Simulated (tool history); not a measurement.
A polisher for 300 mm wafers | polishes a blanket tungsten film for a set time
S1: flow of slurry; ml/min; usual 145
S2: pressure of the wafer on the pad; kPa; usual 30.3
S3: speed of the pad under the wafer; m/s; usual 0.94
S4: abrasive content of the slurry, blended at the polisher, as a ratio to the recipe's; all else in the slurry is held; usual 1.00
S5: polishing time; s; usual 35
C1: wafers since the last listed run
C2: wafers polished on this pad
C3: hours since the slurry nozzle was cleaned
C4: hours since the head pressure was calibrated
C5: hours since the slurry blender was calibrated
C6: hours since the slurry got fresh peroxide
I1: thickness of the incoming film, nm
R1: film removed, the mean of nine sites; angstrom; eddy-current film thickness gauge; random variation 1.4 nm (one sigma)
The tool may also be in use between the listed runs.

| run | hour | S1 | S2 | S3 | S4 | S5 | C1 | C2 | C3 | C4 | C5 | C6 | I1 | R1 |
|---|---|---|---|---|---|---|---|---|---|---|---|---|---|---|
| 1 | 0.0 | 145 | 30.3 | 0.94 | 1.00 | 35 | 0 | 838 | 194.4 | 487.5 | 258.9 | 26.8 | 869.6 | 1982 |
|  | 11.0 | head pressure recalibrated |
| 2 | 89.0 | 145 | 30.3 | 0.94 | 1.00 | 35 | 1040 | 1879 | 283.4 | 78.0 | 347.9 | 115.8 | 883.8 | 1873 |
| 3 | 128.4 | 145 | 30.3 | 0.94 | 1.00 | 35 | 471 | 2350 | 322.8 | 117.4 | 387.3 | 155.2 | 877.2 | 1887 |
|  | 138.7 | worn pad replaced by a new one |
|  | 163.4 | slurry tank refilled with fresh slurry and peroxide |
| 4 | 166.3 | 145 | 30.3 | 0.94 | 1.00 | 35 | 393 | 318 | 360.7 | 155.3 | 425.2 | 2.9 | 878.5 | 1909 |
|  | 224.8 | slurry blender recalibrated |
| 5 | 245.9 | 145 | 30.3 | 0.94 | 1.00 | 35 | 928 | 1246 | 440.3 | 234.9 | 21.1 | 82.5 | 863.5 | 1919 |
|  | 307.1 | worn pad replaced by a new one |
| 6 | 320.9 | 145 | 30.3 | 0.94 | 1.00 | 35 | 849 | 165 | 515.3 | 309.9 | 96.1 | 157.5 | 872.9 | 1941 |
|  | 325.1 | slurry tank refilled with fresh slurry and peroxide |
| 7 | 357.0 | 145 | 30.3 | 0.94 | 1.05 | 30 | 419 | 585 | 551.4 | 346.0 | 132.2 | 31.9 | 892.8 | 1700 |
| 8 | 418.4 | 145 | 30.3 | 0.94 | 1.05 | 30 | 734 | 1319 | 612.8 | 407.4 | 193.6 | 93.3 | 869.4 | 1746 |
| 9 | 457.1 | 145 | 35.9 | 1.20 | 1.00 | 44 | 463 | 1782 | 651.5 | 446.1 | 232.3 | 132.0 | 893.3 | 3648 |
|  | 481.3 | head pressure recalibrated |
|  | 504.9 | slurry tank refilled with fresh slurry and peroxide |
| 10 | 505.4 | 145 | 30.3 | 0.94 | 1.00 | 35 | 541 | 2324 | 699.8 | 24.1 | 280.6 | 0.5 | 884.7 | 1610 |
|  | 512.5 | worn pad replaced by a new one |
| 11 | 554.9 | 145 | 30.3 | 0.84 | 1.00 | 35 | 544 | 507 | 749.3 | 73.6 | 330.1 | 50.0 | 890.3 | 1450 |
|  | 583.0 | slurry nozzle cleaned |
|  | 638.4 | head pressure recalibrated, repeated, since the last time left the tool worse |
| 12 | 638.9 | 125 | 30.3 | 0.64 | 1.00 | 35 | 969 | 1476 | 55.9 | 0.5 | 414.1 | 134.0 | 883.2 | 1242 |
|  | 665.7 | slurry tank refilled with fresh slurry and peroxide |
|  | 698.6 | worn pad replaced by a new one |
| 13 | 708.6 | 145 | 37.9 | 0.94 | 1.00 | 40 | 774 | 119 | 125.6 | 70.2 | 483.8 | 42.9 | 884.0 | 2593 |
|  | 736.0 | slurry blender recalibrated |
| 14 | 804.4 | 145 | 30.3 | 0.94 | 1.00 | 35 | 1122 | 1241 | 221.4 | 166.0 | 68.4 | 138.7 | 885.2 | 1871 |
| 15 | 840.8 | 145 | 30.3 | 1.16 | 1.00 | 35 | 435 | 1676 | 257.8 | 202.4 | 104.8 | 175.1 | 868.2 | 2359 |
|  | 859.3 | worn pad replaced by a new one |
|  | 866.0 | slurry tank refilled with fresh slurry and peroxide |
| 16 | 925.4 | 145 | 30.3 | 0.94 | 0.85 | 28 | 952 | 779 | 342.4 | 287.0 | 189.4 | 59.4 | 882.1 | 1474 |

5 ways to go on from here, each from the tool as it stands after run 16. What would each give?
| A | 925.8 | 145 | 30.3 | 0.94 | 1.00 | 35 | 4 | 784 | 342.8 | 287.4 | 189.8 | 59.8 | 885.3 | ? |
| B | 925.8 | 185 | 38.6 | 0.94 | 1.25 | 35 | 4 | 784 | 342.8 | 287.4 | 189.8 | 59.8 | 885.3 | ? |
| C | 925.8 | 120 | 30.3 | 0.94 | 1.20 | 35 | 4 | 784 | 342.8 | 287.4 | 189.8 | 59.8 | 885.3 | ? |
| D | 925.8 | 105 | 30.3 | 0.82 | 0.80 | 44 | 4 | 784 | 342.8 | 287.4 | 189.8 | 59.8 | 885.3 | ? |
| E | 925.8 | 145 | 30.3 | 0.94 | 1.00 | 23 | 4 | 784 | 342.8 | 287.4 | 189.8 | 59.8 | 885.3 | ? |

| run | R1 |
|---|---|
| A | 1901 |
| B | 2555 |
| C | 1939 |
| D | 1868 |
| E | 1249 |
Without the tool's hidden state the same runs would have given:
| run | R1 |
|---|---|
| A | 1859 |
| B | 2500 |
| C | 1897 |
| D | 1828 |
| E | 1222 |

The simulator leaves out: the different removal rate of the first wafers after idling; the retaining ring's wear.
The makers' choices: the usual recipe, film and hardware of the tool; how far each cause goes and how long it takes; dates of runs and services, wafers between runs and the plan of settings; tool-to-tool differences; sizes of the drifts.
